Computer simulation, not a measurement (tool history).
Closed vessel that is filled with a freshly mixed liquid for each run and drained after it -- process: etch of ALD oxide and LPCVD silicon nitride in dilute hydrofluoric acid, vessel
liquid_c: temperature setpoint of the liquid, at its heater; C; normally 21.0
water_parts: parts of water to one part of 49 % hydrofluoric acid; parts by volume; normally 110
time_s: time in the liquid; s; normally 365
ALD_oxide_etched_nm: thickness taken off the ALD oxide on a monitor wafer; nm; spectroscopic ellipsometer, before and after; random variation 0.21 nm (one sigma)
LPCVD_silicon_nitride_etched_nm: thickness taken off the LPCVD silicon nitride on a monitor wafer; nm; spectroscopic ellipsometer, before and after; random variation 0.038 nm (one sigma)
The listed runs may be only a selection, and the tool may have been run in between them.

| run | hour | liquid_c | water_parts | time_s | wafers since the last listed run | hours since the thermometer was replaced | hours since the hydrofluoric acid flow meter was replaced | hours since the gauge calibration | read-back film thickness of the ALD oxide reference wafer, read on the same gauge (nm) | read-back film thickness of the LPCVD silicon nitride reference wafer, read on the same gauge (nm) | ALD_oxide_etched_nm | LPCVD_silicon_nitride_etched_nm |
|---|---|---|---|---|---|---|---|---|---|---|---|---|
| 1 | 0.0 | 21.0 | 80 | 365 | 0 | 1830.3 | 157.0 | 866.2 | 150.00 | 79.991 | 61.09 | 1.707 |
| 2 | 51.1 | 21.0 | 80 | 365 | 5510 | 1881.4 | 208.1 | 917.3 | 150.03 | 80.028 | 60.89 | 1.602 |
| 3 | 83.0 | 21.0 | 135 | 365 | 3440 | 1913.3 | 240.0 | 949.2 | 150.00 | 80.004 | 33.83 | 1.052 |
| 4 | 118.1 | 21.0 | 135 | 365 | 3785 | 1948.4 | 275.1 | 984.3 | 149.98 | 79.983 | 33.96 | 0.993 |
| 5 | 158.1 | 21.0 | 110 | 365 | 4313 | 1988.4 | 315.1 | 1024.3 | 150.02 | 79.971 | 42.45 | 1.244 |
| 6 | 182.6 | 21.0 | 110 | 365 | 2642 | 2012.9 | 339.6 | 1048.8 | 149.99 | 80.037 | 42.62 | 1.234 |
|  | 222.3 | hydrofluoric acid flow meter replaced |
| 7 | 230.0 | 22.0 | 110 | 365 | 5003 | 2060.3 | 7.7 | 1096.2 | 149.99 | 80.002 | 44.51 | 1.328 |
| 8 | 286.3 | 21.0 | 110 | 365 | 6071 | 2116.6 | 64.0 | 1152.5 | 150.01 | 79.980 | 42.53 | 1.277 |
| 9 | 335.3 | 21.0 | 110 | 365 | 5284 | 2165.6 | 113.0 | 1201.5 | 150.00 | 79.935 | 42.44 | 1.262 |
| 10 | 394.7 | 21.0 | 110 | 365 | 6405 | 2225.0 | 172.4 | 1260.9 | 150.01 | 80.007 | 42.34 | 1.229 |
| 11 | 428.9 | 21.0 | 110 | 365 | 3688 | 2259.2 | 206.6 | 1295.1 | 150.00 | 79.981 | 42.36 | 1.248 |
| 12 | 464.9 | 21.0 | 110 | 365 | 3882 | 2295.2 | 242.6 | 1331.1 | 149.99 | 80.023 | 42.10 | 1.282 |
|  | 639.0 | hydrofluoric acid flow meter replaced |
| 13 | 677.7 | 21.0 | 110 | 365 | 22840 | 2508.0 | 38.7 | 1543.9 | 150.00 | 79.954 | 42.16 | 1.202 |
| 14 | 744.9 | 23.0 | 130 | 575 | 7246 | 2575.2 | 105.9 | 1611.1 | 149.99 | 80.028 | 59.41 | 1.860 |
| 15 | 808.9 | 17.0 | 90 | 365 | 6901 | 2639.2 | 169.9 | 1675.1 | 150.00 | 80.045 | 43.47 | 1.105 |
|  | 882.3 | thermometer replaced |
|  | 934.3 | gauge calibrated |
| 16 | 1010.1 | 21.0 | 110 | 205 | 21589 | 127.8 | 371.1 | 75.8 | 150.00 | 79.987 | 25.60 | 0.773 |
| 17 | 1063.9 | 21.0 | 110 | 365 | 5801 | 181.6 | 424.9 | 129.6 | 149.99 | 80.003 | 45.74 | 1.370 |
|  | 1075.0 | hydrofluoric acid flow meter replaced |
| 18 | 1100.6 | 21.0 | 110 | 365 | 3849 | 218.3 | 25.6 | 166.3 | 150.00 | 79.985 | 45.68 | 1.377 |
| 19 | 1169.9 | 21.0 | 110 | 365 | 7473 | 287.6 | 94.9 | 235.6 | 150.00 | 79.970 | 45.59 | 1.373 |
| 20 | 1207.0 | 22.5 | 110 | 270 | 4000 | 324.7 | 132.0 | 272.7 | 149.99 | 80.049 | 35.50 | 1.144 |
| 21 | 1266.4 | 21.0 | 65 | 230 | 6405 | 384.1 | 191.4 | 332.1 | 150.00 | 79.998 | 50.87 | 1.447 |
| 22 | 1327.2 | 21.0 | 110 | 365 | 6556 | 444.9 | 252.2 | 392.9 | 150.00 | 79.939 | 45.01 | 1.288 |
| 23 | 1351.6 | 19.5 | 160 | 575 | 2631 | 469.3 | 276.6 | 417.3 | 150.00 | 80.003 | 44.05 | 1.330 |
| 24 | 1382.4 | 26.0 | 125 | 365 | 3321 | 500.1 | 307.4 | 448.1 | 150.01 | 80.026 | 47.94 | 1.668 |
| 25 | 1412.6 | 25.5 | 130 | 190 | 3256 | 530.3 | 337.6 | 478.3 | 149.99 | 79.975 | 23.26 | 0.798 |
| 26 | 1456.5 | 21.0 | 110 | 365 | 4734 | 574.2 | 381.5 | 522.2 | 149.99 | 79.962 | 45.31 | 1.422 |

Below are 4 alternative next runs, each starting from the tool's condition after run 26. Predict each:
| A | 1457.3 | 21.0 | 110 | 365 | 86 | 575.0 | 382.3 | 523.0 | ? | ? | ? | ? |
| B | 1457.3 | 21.0 | 90 | 570 | 86 | 575.0 | 382.3 | 523.0 | ? | ? | ? | ? |
| C | 1457.3 | 17.0 | 90 | 570 | 86 | 575.0 | 382.3 | 523.0 | ? | ? | ? | ? |
| D | 1457.3 | 17.5 | 140 | 440 | 86 | 575.0 | 382.3 | 523.0 | ? | ? | ? | ? |

| run | read-back film thickness of the ALD oxide reference wafer, read on the same gauge (nm) | read-back film thickness of the LPCVD silicon nitride reference wafer, read on the same gauge (nm) | ALD_oxide_etched_nm | LPCVD_silicon_nitride_etched_nm |
|---|---|---|---|---|
| A | 150.00 | 79.991 | 45.10 | 1.392 |
| B | 150.00 | 79.991 | 88.03 | 2.644 |
| C | 150.00 | 79.991 | 74.43 | 2.004 |
| D | 150.00 | 79.991 | 35.87 | 1.046 |
Take away the tool's hidden state, keep each run's random variation, and the runs would have read:
| run | ALD_oxide_etched_nm | LPCVD_silicon_nitride_etched_nm |
|---|---|---|
| A | 46.38 | 1.458 |
| B | 90.57 | 2.771 |
| C | 76.65 | 2.104 |
| D | 36.90 | 1.096 |
